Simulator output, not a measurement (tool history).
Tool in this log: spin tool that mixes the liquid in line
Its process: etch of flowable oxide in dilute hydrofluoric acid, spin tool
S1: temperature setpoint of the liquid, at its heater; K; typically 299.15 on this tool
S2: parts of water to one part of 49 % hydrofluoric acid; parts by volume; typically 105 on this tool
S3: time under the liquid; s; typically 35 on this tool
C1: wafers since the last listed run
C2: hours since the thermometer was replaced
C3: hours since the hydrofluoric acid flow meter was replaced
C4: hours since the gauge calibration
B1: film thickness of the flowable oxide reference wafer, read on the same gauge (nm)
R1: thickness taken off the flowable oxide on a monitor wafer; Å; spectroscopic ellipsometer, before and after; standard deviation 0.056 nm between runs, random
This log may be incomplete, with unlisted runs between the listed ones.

{"run": 1, "day": 0.0, "S1": 299.15, "S2": 105, "S3": 35, "C1": 0, "C2": 2049.4, "C3": 61.7, "C4": 618.3, "B1": 129.97, "R1": 106.1}
{"run": 2, "day": 1.1, "S1": 299.15, "S2": 105, "S3": 35, "C1": 372, "C2": 2075.8, "C3": 88.1, "C4": 644.7, "B1": 130.0, "R1": 105.4}
{"run": 3, "day": 2.512, "S1": 299.15, "S2": 105, "S3": 35, "C1": 477, "C2": 2109.7, "C3": 122.0, "C4": 678.6, "B1": 130.01, "R1": 105.8}
{"run": 4, "day": 3.858, "S1": 299.15, "S2": 105, "S3": 35, "C1": 455, "C2": 2142.0, "C3": 154.3, "C4": 710.9, "B1": 130.0, "R1": 106.1}
{"run": 5, "day": 4.9, "S1": 299.15, "S2": 105, "S3": 35, "C1": 352, "C2": 2167.0, "C3": 179.3, "C4": 735.9, "B1": 129.98, "R1": 106.3}
{"day": 5.121, "done": "thermometer replaced"}
{"run": 6, "day": 5.475, "S1": 299.15, "S2": 105, "S3": 35, "C1": 180, "C2": 8.5, "C3": 193.1, "C4": 749.7, "B1": 130.0, "R1": 105.4}
{"run": 7, "day": 6.342, "S1": 299.15, "S2": 105, "S3": 35, "C1": 293, "C2": 29.3, "C3": 213.9, "C4": 770.5, "B1": 129.98, "R1": 106.4}
{"run": 8, "day": 7.254, "S1": 299.15, "S2": 105, "S3": 45, "C1": 308, "C2": 51.2, "C3": 235.8, "C4": 792.4, "B1": 129.98, "R1": 137.4}
{"run": 9, "day": 7.879, "S1": 299.15, "S2": 105, "S3": 45, "C1": 211, "C2": 66.2, "C3": 250.8, "C4": 807.4, "B1": 130.01, "R1": 137.4}
{"run": 10, "day": 9.371, "S1": 299.15, "S2": 105, "S3": 35, "C1": 504, "C2": 102.0, "C3": 286.6, "C4": 843.2, "B1": 130.0, "R1": 107.4}
{"run": 11, "day": 9.888, "S1": 299.15, "S2": 105, "S3": 35, "C1": 174, "C2": 114.4, "C3": 299.0, "C4": 855.6, "B1": 130.0, "R1": 106.3}
{"run": 12, "day": 10.567, "S1": 299.15, "S2": 105, "S3": 35, "C1": 229, "C2": 130.7, "C3": 315.3, "C4": 871.9, "B1": 129.99, "R1": 107.0}
{"run": 13, "day": 11.658, "S1": 303.15, "S2": 65, "S3": 25, "C1": 369, "C2": 156.9, "C3": 341.5, "C4": 898.1, "B1": 129.99, "R1": 152.0}
{"run": 14, "day": 12.404, "S1": 299.15, "S2": 155, "S3": 20, "C1": 252, "C2": 174.8, "C3": 359.4, "C4": 916.0, "B1": 129.98, "R1": 39.2}
{"run": 15, "day": 13.021, "S1": 299.15, "S2": 155, "S3": 50, "C1": 208, "C2": 189.6, "C3": 374.2, "C4": 930.8, "B1": 130.01, "R1": 97.6}
{"run": 16, "day": 13.962, "S1": 294.65, "S2": 135, "S3": 35, "C1": 318, "C2": 212.2, "C3": 396.8, "C4": 953.4, "B1": 129.99, "R1": 67.7}
{"run": 17, "day": 14.996, "S1": 303.15, "S2": 90, "S3": 55, "C1": 349, "C2": 237.0, "C3": 421.6, "C4": 978.2, "B1": 129.96, "R1": 235.6}
{"day": 16.067, "done": "hydrofluoric acid flow meter replaced"}
{"run": 18, "day": 16.208, "S1": 299.15, "S2": 85, "S3": 40, "C1": 396, "C2": 266.1, "C3": 3.4, "C4": 1007.3, "B1": 130.02, "R1": 157.6}
{"run": 19, "day": 17.442, "S1": 299.15, "S2": 105, "S3": 35, "C1": 417, "C2": 295.7, "C3": 33.0, "C4": 1036.9, "B1": 129.98, "R1": 109.7}
{"run": 20, "day": 18.475, "S1": 299.15, "S2": 55, "S3": 35, "C1": 349, "C2": 320.5, "C3": 57.8, "C4": 1061.7, "B1": 129.99, "R1": 221.8}
{"day": 19.058, "done": "gauge calibrated"}
{"run": 21, "day": 19.217, "S1": 299.15, "S2": 105, "S3": 40, "C1": 250, "C2": 338.3, "C3": 75.6, "C4": 3.8, "B1": 129.97, "R1": 125.9}
{"run": 22, "day": 20.588, "S1": 299.15, "S2": 105, "S3": 35, "C1": 463, "C2": 371.2, "C3": 108.5, "C4": 36.7, "B1": 130.0, "R1": 109.8}
{"run": 23, "day": 21.275, "S1": 299.15, "S2": 105, "S3": 35, "C1": 232, "C2": 387.7, "C3": 125.0, "C4": 53.2, "B1": 129.99, "R1": 109.9}
{"run": 24, "day": 22.517, "S1": 299.15, "S2": 105, "S3": 35, "C1": 419, "C2": 417.5, "C3": 154.8, "C4": 83.0, "B1": 130.0, "R1": 110.4}
{"run": 25, "day": 23.208, "S1": 295.65, "S2": 130, "S3": 45, "C1": 233, "C2": 434.1, "C3": 171.4, "C4": 99.6, "B1": 130.0, "R1": 97.8}
{"run": 26, "day": 24.288, "S1": 300.65, "S2": 105, "S3": 40, "C1": 365, "C2": 460.0, "C3": 197.3, "C4": 125.5, "B1": 130.04, "R1": 134.2}
{"run": 27, "day": 25.746, "S1": 299.15, "S2": 105, "S3": 50, "C1": 493, "C2": 495.0, "C3": 232.3, "C4": 160.5, "B1": 130.02, "R1": 159.1}
{"day": 25.929, "done": "hydrofluoric acid flow meter replaced, repeated, since the last time left the tool worse"}
{"run": 28, "day": 26.896, "S1": 301.15, "S2": 75, "S3": 50, "C1": 374, "C2": 522.6, "C3": 23.2, "C4": 188.1, "B1": 130.0, "R1": 237.2}
{"run": 29, "day": 27.95, "S1": 295.15, "S2": 120, "S3": 45, "C1": 356, "C2": 547.9, "C3": 48.5, "C4": 213.4, "B1": 129.96, "R1": 99.3}
{"run": 30, "day": 29.154, "S1": 303.15, "S2": 75, "S3": 25, "C1": 407, "C2": 576.8, "C3": 77.4, "C4": 242.3, "B1": 130.01, "R1": 129.1}
{"run": 31, "day": 30.596, "S1": 303.65, "S2": 80, "S3": 45, "C1": 487, "C2": 611.4, "C3": 112.0, "C4": 276.9, "B1": 129.99, "R1": 218.6}
{"run": 32, "day": 31.812, "S1": 301.65, "S2": 105, "S3": 35, "C1": 411, "C2": 640.6, "C3": 141.2, "C4": 306.1, "B1": 129.96, "R1": 116.5}
{"run": 33, "day": 32.688, "S1": 299.15, "S2": 105, "S3": 35, "C1": 295, "C2": 661.6, "C3": 162.2, "C4": 327.1, "B1": 129.99, "R1": 105.1}
{"run": 34, "day": 36.667, "S1": 302.15, "S2": 55, "S3": 35, "C1": 1345, "C2": 757.1, "C3": 257.7, "C4": 422.6, "B1": 129.98, "R1": 245.3}

4 ways to go on from here, each from the tool as it stands after run 34. What would each give?
{"run": "A", "day": 36.683, "S1": 299.15, "S2": 90, "S3": 35, "C1": 5, "C2": 757.5, "C3": 258.1, "C4": 423.0, "B1": "?", "R1": "?"}
{"run": "B", "day": 36.683, "S1": 301.65, "S2": 80, "S3": 20, "C1": 5, "C2": 757.5, "C3": 258.1, "C4": 423.0, "B1": "?", "R1": "?"}
{"run": "C", "day": 36.683, "S1": 294.65, "S2": 105, "S3": 35, "C1": 5, "C2": 757.5, "C3": 258.1, "C4": 423.0, "B1": "?", "R1": "?"}
{"run": "D", "day": 36.683, "S1": 300.65, "S2": 145, "S3": 35, "C1": 5, "C2": 757.5, "C3": 258.1, "C4": 423.0, "B1": "?", "R1": "?"}

run=A B1=129.98 R1=126.2
run=B B1=129.98 R1=90.7
run=C B1=129.98 R1=88.8
run=D B1=129.98 R1=77.4
Stripped of hidden state, with their random variation kept, the same runs would have yielded:
run=A R1=124.1
run=B R1=89.1
run=C R1=87.3
run=D R1=76.0
